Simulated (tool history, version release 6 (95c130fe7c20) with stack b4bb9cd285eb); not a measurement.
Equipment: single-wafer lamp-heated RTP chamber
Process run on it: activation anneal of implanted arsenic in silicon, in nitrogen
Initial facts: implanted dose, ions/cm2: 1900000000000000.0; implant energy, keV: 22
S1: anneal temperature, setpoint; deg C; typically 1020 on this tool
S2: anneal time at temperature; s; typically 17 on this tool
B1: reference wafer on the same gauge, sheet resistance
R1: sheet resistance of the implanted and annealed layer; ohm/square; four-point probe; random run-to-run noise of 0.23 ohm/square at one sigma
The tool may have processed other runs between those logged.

run 1 hour=0.0 | S1=1020 S2=17 | B1=113.61 | R1=95.43
run 2 hour=32.7 | S1=1020 S2=17 | B1=113.51 | R1=95.01
run 3 hour=56.2 | S1=1020 S2=17 | B1=113.48 | R1=95.45
run 4 hour=80.2 | S1=1020 S2=17 | B1=113.48 | R1=95.37
run 5 hour=112.6 | S1=1020 S2=17 | B1=113.44 | R1=95.46
run 6 hour=145.3 | S1=1020 S2=17 | B1=113.47 | R1=95.22
run 7 hour=179.5 | S1=1020 S2=17 | B1=113.44 | R1=94.98
-- hour=195.4 pyrometer window cleaned and pyrometer calibrated
run 8 hour=200.4 | S1=1020 S2=17 | B1=113.45 | R1=95.07
run 9 hour=228.1 | S1=1036 S2=15 | B1=113.59 | R1=91.18
run 10 hour=256.4 | S1=1009 S2=20 | B1=113.39 | R1=97.20
run 11 hour=271.8 | S1=998 S2=17 | B1=113.47 | R1=104.01
run 12 hour=307.0 | S1=1040 S2=17 | B1=113.49 | R1=87.20
run 13 hour=322.3 | S1=1020 S2=17 | B1=113.50 | R1=95.26
-- hour=325.8 gauge calibrated
-- hour=335.7 reflector plate cleaned
run 14 hour=343.9 | S1=1020 S2=17 | B1=113.36 | R1=95.31
run 15 hour=361.4 | S1=1040 S2=10 | B1=113.55 | R1=94.82
run 16 hour=380.2 | S1=1020 S2=9 | B1=113.46 | R1=103.42
run 17 hour=399.4 | S1=1028 S2=27 | B1=113.45 | R1=85.75
run 18 hour=424.0 | S1=1020 S2=7 | B1=113.51 | R1=106.40
run 19 hour=458.0 | S1=1041 S2=17 | B1=113.48 | R1=87.61

Below are 4 alternative next runs, each starting from the tool's condition after run 19. Predict each:
run A hour=458.4 | S1=1020 S2=17 | B1=? | R1=?
run B hour=458.4 | S1=997 S2=13 | B1=? | R1=?
run C hour=458.4 | S1=1000 S2=12 | B1=? | R1=?
run D hour=458.4 | S1=1020 S2=21 | B1=? | R1=?

run=A B1=113.49 R1=94.98
run=B B1=113.49 R1=107.62
run=C B1=113.49 R1=107.39
run=D B1=113.49 R1=92.04
Without the tool's hidden state the same runs would have given:
run=A R1=94.98
run=B R1=107.62
run=C R1=107.39
run=D R1=92.04
